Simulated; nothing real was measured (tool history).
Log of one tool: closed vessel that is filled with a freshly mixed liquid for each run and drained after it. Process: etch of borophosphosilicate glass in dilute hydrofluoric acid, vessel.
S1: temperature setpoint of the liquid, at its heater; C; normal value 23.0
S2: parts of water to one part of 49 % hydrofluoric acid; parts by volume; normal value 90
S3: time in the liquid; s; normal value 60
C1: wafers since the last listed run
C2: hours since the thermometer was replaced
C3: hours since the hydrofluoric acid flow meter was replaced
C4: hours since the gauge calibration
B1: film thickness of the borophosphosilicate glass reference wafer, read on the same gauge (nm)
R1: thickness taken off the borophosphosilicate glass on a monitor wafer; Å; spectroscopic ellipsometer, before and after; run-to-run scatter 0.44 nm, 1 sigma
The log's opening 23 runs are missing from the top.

run	day	S1	S2	S3	C1	C2	C3	C4	B1	R1
# day 47.662: gauge calibrated
24	47.833	21.0	115	40	5335	3053.2	91.7	4.1	80.01	214.2
25	50.104	25.5	70	60	6294	3107.7	146.2	58.6	79.98	672.0
26	51.833	21.5	130	35	4792	3149.2	187.7	100.1	80.04	164.0
# day 51.967: thermometer replaced
27	54.825	21.0	105	30	8176	68.6	259.5	171.9	80.01	174.7
28	56.833	19.0	135	75	5566	116.8	307.7	220.1	80.01	303.7
29	59.083	23.0	110	60	6236	170.8	361.7	274.1	79.97	359.7
30	60.846	18.0	100	30	4885	213.1	404.0	316.4	80.00	161.5
31	64.404	19.0	115	60	9862	298.5	489.4	401.8	80.03	292.0

Predict the results of run 32:
32	67.350	21.5	105	40	8165	369.2	560.1	472.5	?	?

{"run 32": {"B1": 80.01, "R1": 230.9}}
With the hidden condition absent and the run-to-run variation left alone, this run would have shown R1 240.6 Å.

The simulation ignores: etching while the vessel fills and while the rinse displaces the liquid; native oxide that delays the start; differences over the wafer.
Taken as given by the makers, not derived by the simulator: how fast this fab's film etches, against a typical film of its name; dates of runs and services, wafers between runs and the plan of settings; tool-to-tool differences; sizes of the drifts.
